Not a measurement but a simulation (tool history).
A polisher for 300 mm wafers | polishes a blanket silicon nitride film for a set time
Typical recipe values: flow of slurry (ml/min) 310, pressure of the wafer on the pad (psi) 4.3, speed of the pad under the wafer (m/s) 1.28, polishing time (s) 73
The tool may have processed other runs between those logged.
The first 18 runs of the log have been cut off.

| run | hour | flow of slurry (ml/min) | pressure of the wafer on the pad (psi) | speed of the pad under the wafer (m/s) | polishing time (s) | incoming thickness of the incoming film, nm | film removed (Å) |
|---|---|---|---|---|---|---|---|
|  | 204.1 | head pressure recalibrated |
| 19 | 216.9 | 310 | 4.3 | 1.28 | 73 | 940.2 | 1504 |
| 20 | 223.3 | 250 | 2.9 | 1.54 | 48 | 938.4 | 911 |
|  | 276.1 | worn pad replaced by a new one |
| 21 | 276.6 | 310 | 3.2 | 0.96 | 73 | 936.4 | 1168 |
| 22 | 288.7 | 255 | 3.1 | 1.44 | 51 | 951.4 | 1020 |
| 23 | 331.1 | 310 | 4.3 | 1.58 | 73 | 957.7 | 1869 |
|  | 336.2 | slurry nozzle cleaned |
| 24 | 342.3 | 310 | 4.3 | 1.28 | 73 | 954.5 | 1559 |
| 25 | 357.1 | 310 | 2.9 | 1.04 | 73 | 931.3 | 1062 |
| 26 | 366.5 | 275 | 4.3 | 1.28 | 62 | 949.3 | 1296 |
| 27 | 372.5 | 310 | 4.3 | 1.28 | 73 | 942.3 | 1494 |
| 28 | 384.1 | 310 | 4.3 | 1.28 | 73 | 944.1 | 1530 |
| 29 | 401.5 | 270 | 4.3 | 1.04 | 73 | 947.5 | 1255 |
| 30 | 408.1 | 310 | 4.3 | 1.06 | 73 | 933.3 | 1307 |
| 31 | 416.8 | 200 | 5.6 | 1.28 | 73 | 959.9 | 1704 |
|  | 426.8 | worn pad replaced by a new one |
| 32 | 430.8 | 210 | 4.3 | 1.12 | 87 | 951.5 | 1743 |
| 33 | 442.0 | 255 | 4.3 | 1.28 | 99 | 945.1 | 2212 |
| 34 | 455.3 | 260 | 4.3 | 1.28 | 73 | 937.9 | 1569 |
| 35 | 465.2 | 380 | 2.8 | 1.28 | 73 | 941.9 | 1270 |
| 36 | 482.1 | 310 | 3.4 | 1.12 | 63 | 937.7 | 1036 |
| 37 | 490.7 | 415 | 5.4 | 1.06 | 62 | 958.7 | 1352 |
| 38 | 504.2 | 310 | 5.0 | 1.28 | 73 | 954.5 | 1671 |

3 ways to go on from here, each from the tool as it stands after run 38. What would each give?
| A | 504.6 | 310 | 3.0 | 1.28 | 73 | 951.9 | ? |
| B | 504.6 | 310 | 4.3 | 1.28 | 84 | 951.9 | ? |
| C | 504.6 | 310 | 4.3 | 1.28 | 80 | 951.9 | ? |

| run | film removed (Å) |
|---|---|
| A | 1234 |
| B | 1751 |
| C | 1668 |
With no hidden state in the tool, these same runs would have given:
| run | film removed (Å) |
|---|---|
| A | 1391 |
| B | 1974 |
| C | 1880 |
